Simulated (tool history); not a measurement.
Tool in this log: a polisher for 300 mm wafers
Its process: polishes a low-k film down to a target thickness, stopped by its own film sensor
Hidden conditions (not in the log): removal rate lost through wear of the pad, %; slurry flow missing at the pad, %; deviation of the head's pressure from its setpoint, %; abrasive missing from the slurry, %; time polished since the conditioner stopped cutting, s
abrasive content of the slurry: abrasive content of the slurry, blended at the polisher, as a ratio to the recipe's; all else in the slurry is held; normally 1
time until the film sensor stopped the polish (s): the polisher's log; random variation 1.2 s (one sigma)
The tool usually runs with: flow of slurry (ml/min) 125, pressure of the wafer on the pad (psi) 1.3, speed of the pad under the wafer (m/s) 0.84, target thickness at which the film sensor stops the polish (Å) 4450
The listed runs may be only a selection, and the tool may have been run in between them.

run,hour,flow of slurry (ml/min),pressure of the wafer on the pad (psi),speed of the pad under the wafer (m/s),abrasive content of the slurry,target thickness at which the film sensor stops the polish (Å),wafers since the last listed run,wafers polished on this pad,hours since the slurry nozzle was cleaned,hours since the head pressure was calibrated,hours since the slurry blender was calibrated,hours since the conditioning disc was replaced,"incoming thickness of the incoming film, nm",time until the film sensor stopped the polish (s)
1,0,125,1.3,0.84,1,4450,0,3,408.2,1290.5,3.9,246.2,486.7,190.2
2,11.1,125,1.3,0.84,1,4450,64,67,419.3,1301.6,15,257.3,474,135.2
3,28.1,125,1.3,0.84,1,4450,98,165,436.3,1318.6,32,274.3,481.1,170.7
4,37.3,125,1.3,0.84,1,4450,53,218,445.5,1327.8,41.2,283.5,472.7,132.7
5,47.6,125,1.3,0.84,1,4450,59,277,455.8,1338.1,51.5,293.8,479.6,167.3
6,56,100,1.5,0.84,0.85,4400,48,326,464.2,1346.5,59.9,302.2,471.1,147.3
# hour 63.2: slurry nozzle cleaned
7,65.2,125,1.3,0.84,1,4450,47,373,2,1355.7,69.1,311.4,485.4,196.4
8,76,125,1.3,0.84,1,4420,62,435,12.8,1366.5,79.9,322.2,481.9,197.3
9,86.7,125,1.6,0.84,1,4450,61,497,23.5,1377.2,90.6,332.9,477.8,134.3
10,95.4,140,1.3,0.84,1,4450,50,547,32.2,1385.9,99.3,341.6,478.1,161.8
# hour 107.3: head pressure recalibrated
11,111,125,1.3,0.84,1,4450,78,625,47.8,3.7,114.9,357.2,480.9,179.5
12,128.4,125,0.9,0.6,0.85,4550,100,726,65.2,21.1,132.3,374.6,474.5,189.3
# hour 136.1: conditioning disc replaced and pad reconditioned
13,142.8,105,1.3,0.84,1,4360,71,797,79.6,35.5,146.7,6.7,475.3,200
14,154.8,145,1.3,0.84,1.25,4450,69,866,91.6,47.5,158.7,18.7,487.3,182.1
15,163,85,1.1,0.58,1,4450,47,914,99.8,55.7,166.9,26.9,471.9,220.9
16,174.9,155,1.5,1.06,1,4400,68,982,111.7,67.6,178.8,38.8,479.1,135.1
# hour 188.9: slurry blender recalibrated
17,190.3,125,1.3,0.84,0.9,4450,77,1060,127.1,83,1.4,54.2,477.5,150.1
18,203.7,125,1.3,0.84,1,4450,77,1137,140.5,96.4,14.8,67.6,474.6,136.2
19,214,160,1.3,0.68,1,4360,59,1196,150.8,106.7,25.1,77.9,470.6,175.7
20,225.3,155,1.3,0.84,0.8,4450,65,1261,162.1,118,36.4,89.2,480.5,172.8
# hour 229.6: worn pad replaced by a new one
21,235.8,85,1.3,0.84,1,4370,37,36,172.6,128.5,46.9,99.7,479.8,222.8
22,250.8,125,1.3,0.84,1,4450,86,122,187.6,143.5,61.9,114.7,478.6,159.3
23,267.1,125,1.3,0.84,1,4450,93,216,203.9,159.8,78.2,131,474.6,140.3
24,279.4,110,1.3,1.1,1,4400,70,287,216.2,172.1,90.5,143.3,486.3,191.8
25,287.4,125,1.5,0.84,1,4570,46,333,224.2,180.1,98.5,151.3,474.3,72.9

What the log doesn't show, run by run:
removal rate lost through wear of the pad, %: 0 on each run
slurry flow missing at the pad, %: 0 on each run
deviation of the head's pressure from its setpoint, %: 0 on each run
H1: abrasive missing from the slurry, %
H2: time polished since the conditioner stopped cutting, s
run,H1,H2
1,3.85,128
2,7.58,137
3,12.2,152
4,14.2,161
5,16.1,171
6,17.5,179
7,18.8,188
8,20.1,200
9,21.2,211
10,21.9,221
11,23.1,239
12,24,260
13,24.7,29.5
14,25.1,30
15,25.3,30.6
16,25.6,31.9
17,3.95,34.3
18,8.55,37
19,11.5,39.5
20,14.2,42.6
21,16.3,45.9
22,18.8,51.3
23,20.9,58
24,22.2,63.6
25,22.9,67.5
